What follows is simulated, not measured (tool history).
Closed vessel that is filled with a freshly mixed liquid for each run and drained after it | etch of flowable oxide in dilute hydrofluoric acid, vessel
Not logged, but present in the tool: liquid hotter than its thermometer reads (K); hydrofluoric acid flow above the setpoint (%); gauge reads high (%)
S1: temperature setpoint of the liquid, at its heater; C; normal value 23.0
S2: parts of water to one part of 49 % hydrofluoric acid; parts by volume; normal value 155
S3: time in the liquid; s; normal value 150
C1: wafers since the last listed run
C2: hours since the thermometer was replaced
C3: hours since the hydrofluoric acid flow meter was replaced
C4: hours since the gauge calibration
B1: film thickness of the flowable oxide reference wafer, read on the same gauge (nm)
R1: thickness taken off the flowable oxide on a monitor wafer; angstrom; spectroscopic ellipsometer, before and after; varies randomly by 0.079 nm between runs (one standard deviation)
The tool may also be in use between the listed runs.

run,hour,S1,S2,S3,C1,C2,C3,C4,B1,R1
1,0.0,23.0,155,150,0,1436.3,1365.9,204.7,89.98,173.2
2,27.1,23.0,155,150,3411,1463.4,1393.0,231.8,90.00,173.4
3,60.6,19.0,155,150,4217,1496.9,1426.5,265.3,89.99,146.8
4,86.6,19.0,155,150,3273,1522.9,1452.5,291.3,89.99,148.0
5,112.7,23.0,155,150,3285,1549.0,1478.6,317.4,89.99,172.9
6,173.3,23.0,155,150,7629,1609.6,1539.2,378.0,89.97,173.3
7,191.0,23.0,155,150,2228,1627.3,1556.9,395.7,90.01,173.7
8,206.7,23.0,115,150,1976,1643.0,1572.6,411.4,90.01,244.6
9,224.4,23.0,115,150,2228,1660.7,1590.3,429.1,89.99,244.6
# hour 245.6: thermometer replaced
10,249.8,23.0,155,150,3071,4.2,1615.7,454.5,90.00,173.3
11,277.7,25.0,155,150,3512,32.1,1643.6,482.4,89.99,186.8
12,353.5,23.0,155,150,9542,107.9,1719.4,558.2,89.99,173.0
# hour 362.5: gauge calibrated
13,365.8,23.0,155,150,1548,120.2,1731.7,3.3,90.00,173.8
14,393.7,23.0,155,70,3512,148.1,1759.6,31.2,90.01,81.0
15,420.2,27.5,215,175,3336,174.6,1786.1,57.7,90.01,160.8
16,437.7,27.5,155,150,2203,192.1,1803.6,75.2,89.99,205.6
17,461.6,28.0,155,150,3008,216.0,1827.5,99.1,90.00,208.0
18,485.9,23.0,110,150,3059,240.3,1851.8,123.4,90.00,255.7
19,505.0,23.0,155,80,2404,259.4,1870.9,142.5,90.00,91.6
# hour 517.9: hydrofluoric acid flow meter replaced
20,539.4,19.5,115,230,4204,293.8,21.5,176.9,90.02,323.7
21,571.7,19.5,115,230,4066,326.1,53.8,209.2,89.98,324.6
22,587.5,23.0,125,150,1989,341.9,69.6,225.0,89.99,221.3
23,618.7,23.0,220,220,3927,373.1,100.8,256.2,90.00,166.3
24,651.3,27.5,100,190,4104,405.7,133.4,288.8,90.01,434.4

Hidden condition of the tool, last listed run before each entry between runs versus first listed run after:
In the gap between runs 9 and 10: thermometer replaced (hour 245.6)
  the hidden state is the same at both runs
In the gap between runs 12 and 13: gauge calibrated (hour 362.5)
  the hidden state is the same at both runs
In the gap between runs 19 and 20: hydrofluoric acid flow meter replaced (hour 517.9)
  the hidden state is the same at both runs
